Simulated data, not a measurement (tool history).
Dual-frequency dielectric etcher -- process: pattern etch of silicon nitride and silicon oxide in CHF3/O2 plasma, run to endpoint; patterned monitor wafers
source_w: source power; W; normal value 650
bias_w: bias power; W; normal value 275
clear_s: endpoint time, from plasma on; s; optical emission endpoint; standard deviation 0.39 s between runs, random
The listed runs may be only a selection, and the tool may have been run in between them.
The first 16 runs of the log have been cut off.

run,hour,source_w,bias_w,wafers since the last listed run,hours since the last wet clean,hours since the last source power generator calibration,hours since the last bias power generator calibration,hours since the last upper electrode change,"incoming incoming film thickness, nm",clear_s
17,274.5,650,275,99,47.5,107.7,1386.2,74.6,166.4,87.5
18,282.4,790,275,78,55.4,115.6,1394.1,82.5,166.2,80.5
19,297.1,650,275,146,70.1,130.3,1408.8,97.2,167,88
20,314.3,780,250,170,87.3,147.5,1426,114.4,166.4,83.6
21,323.1,810,247,87,96.1,156.3,1434.8,123.2,165.2,81.8
22,329.7,580,232,65,102.7,162.9,1441.4,129.8,164.7,95
23,338.4,780,327,86,111.4,171.6,1450.1,138.5,165.6,76
24,348.5,650,275,100,121.5,181.7,1460.2,148.6,164.6,85.9
25,356.2,550,324,76,129.2,189.4,1467.9,156.3,165,87
26,370.8,510,301,145,143.8,204,1482.5,170.9,168.4,93.6
27,380.2,530,311,93,153.2,213.4,1491.9,180.3,166.2,89.6
# hour 401.8: bias power generator calibrated
28,432.1,540,219,476,205.1,265.3,30.3,232.2,166.2,100.5
29,448.7,790,228,165,221.7,281.9,46.9,248.8,167.5,85.8
30,459.5,780,275,107,232.5,292.7,57.7,259.6,164.6,81
31,474.7,650,275,151,247.7,307.9,72.9,274.8,164.8,86.1
32,486.5,690,222,117,259.5,319.7,84.7,286.6,166.9,90.9
33,495.1,580,236,85,268.1,328.3,93.3,295.2,166.6,94.8
34,504.9,720,334,97,277.9,338.1,103.1,305,165.8,78.3
35,521.8,510,301,168,294.8,355,120,321.9,167.2,92.1

Consider 3 possible next runs. They are alternatives, not a sequence: every one starts from the tool as it was left by run 35. What does each give?
A,522.3,650,210,4,295.3,355.5,120.5,322.4,165.7,?
B,522.3,610,231,4,295.3,355.5,120.5,322.4,165.7,?
C,522.3,650,315,4,295.3,355.5,120.5,322.4,165.7,?

run,clear_s
A,93.6
B,93.2
C,82.7
With no hidden state in the tool, these same runs would have given:
run,clear_s
A,94.9
B,94.5
C,83.9
